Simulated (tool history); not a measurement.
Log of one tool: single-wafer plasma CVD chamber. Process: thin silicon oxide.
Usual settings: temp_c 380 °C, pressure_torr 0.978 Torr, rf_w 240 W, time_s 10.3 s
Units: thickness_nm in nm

run	hour	temp_c	pressure_torr	rf_w	time_s	wafers since the last listed run	hours since the last thermocouple change	hours since the last RF generator calibration	hours since the last manometer calibration	hours since the showerhead was replaced	hours since the gauge calibration	read-back reference wafer on the same gauge, thickness_nm	thickness_nm
1	0.0	380	0.833	240	8.7	0	588.6	1426.7	1458.5	7.1	1253.6	16.987	14.158
2	69.1	380	0.978	240	8.9	2222	657.7	1495.8	1527.6	76.2	1322.7	17.004	15.995
3	85.1	380	0.978	225	10.3	514	673.7	1511.8	1543.6	92.2	1338.7	17.006	18.109
4	120.8	380	0.978	240	11.2	1148	709.4	1547.5	1579.3	127.9	1374.4	16.995	20.171
# hour 131.6: RF generator calibrated
5	140.0	369	0.978	240	10.3	360	728.6	8.4	1598.5	147.1	1393.6	17.002	19.122
6	170.2	380	0.737	205	10.3	971	758.8	38.6	1628.7	177.3	1423.8	17.016	14.600
7	206.2	380	0.978	240	10.3	1158	794.8	74.6	1664.7	213.3	1459.8	17.008	19.057
8	241.6	369	0.978	240	11.2	1138	830.2	110.0	1700.1	248.7	1495.2	16.988	20.732
9	266.6	385	1.200	210	12.2	804	855.2	135.0	1725.1	273.7	1520.2	17.006	23.616
10	296.2	391	0.978	240	10.3	952	884.8	164.6	1754.7	303.3	1549.8	16.990	18.772
# hour 313.3: gauge calibrated
# hour 321.6: thermocouple changed; heater temperature recalibrated
11	322.1	380	0.978	240	10.3	575	0.5	190.5	1780.6	329.2	8.8	17.009	18.978
12	353.5	380	0.978	225	8.5	1010	31.9	221.9	1812.0	360.6	40.2	17.004	15.121
# hour 380.9: capacitance manometer re-zeroed and calibrated
13	382.9	380	0.978	240	9.1	688	61.3	251.3	2.0	390.0	69.6	16.981	17.400
14	410.7	380	0.978	240	10.3	894	89.1	279.1	29.8	417.8	97.4	17.004	19.714
15	438.9	380	0.978	240	9.4	907	117.3	307.3	58.0	446.0	125.6	16.997	18.057
16	455.9	380	0.835	240	9.2	546	134.3	324.3	75.0	463.0	142.6	16.993	15.861
17	471.2	380	0.978	210	11.1	492	149.6	339.6	90.3	478.3	157.9	16.996	20.004
18	495.8	391	0.978	240	9.5	791	174.2	364.2	114.9	502.9	182.5	17.011	17.968
19	519.8	380	0.871	240	9.3	772	198.2	388.2	138.9	526.9	206.5	17.000	16.488
20	533.1	380	0.871	240	9.3	427	211.5	401.5	152.2	540.2	219.8	16.995	16.355
21	568.1	380	0.978	240	10.3	1125	246.5	436.5	187.2	575.2	254.8	17.003	19.755
22	589.0	387	0.903	260	10.3	672	267.4	457.4	208.1	596.1	275.7	16.986	19.166
23	613.2	372	0.802	205	10.3	778	291.6	481.6	232.3	620.3	299.9	16.990	16.156
24	628.1	380	0.978	240	9.0	479	306.5	496.5	247.2	635.2	314.8	16.988	17.134
25	644.7	370	1.110	240	8.2	533	323.1	513.1	263.8	651.8	331.4	16.990	16.823
26	675.1	380	0.978	255	10.3	977	353.5	543.5	294.2	682.2	361.8	17.018	20.149
27	758.8	380	1.104	240	10.3	2692	437.2	627.2	377.9	765.9	445.5	16.985	20.750

5 ways to go on from here, each from the tool as it stands after run 27. What would each give?
A	759.2	380	0.790	240	10.3	12	437.6	627.6	378.3	766.3	445.9	?	?
B	759.2	367	0.744	260	11.5	12	437.6	627.6	378.3	766.3	445.9	?	?
C	759.2	380	0.978	285	10.3	12	437.6	627.6	378.3	766.3	445.9	?	?
D	759.2	369	0.978	240	9.7	12	437.6	627.6	378.3	766.3	445.9	?	?
E	759.2	372	0.978	275	10.3	12	437.6	627.6	378.3	766.3	445.9	?	?

run	read-back reference wafer on the same gauge, thickness_nm	thickness_nm
A	17.012	16.908
B	17.012	18.872
C	17.012	20.967
D	17.012	18.451
E	17.012	20.752
Without the tool's hidden state the same runs would have given:
run	thickness_nm
A	17.087
B	19.072
C	21.162
D	18.636
E	20.952
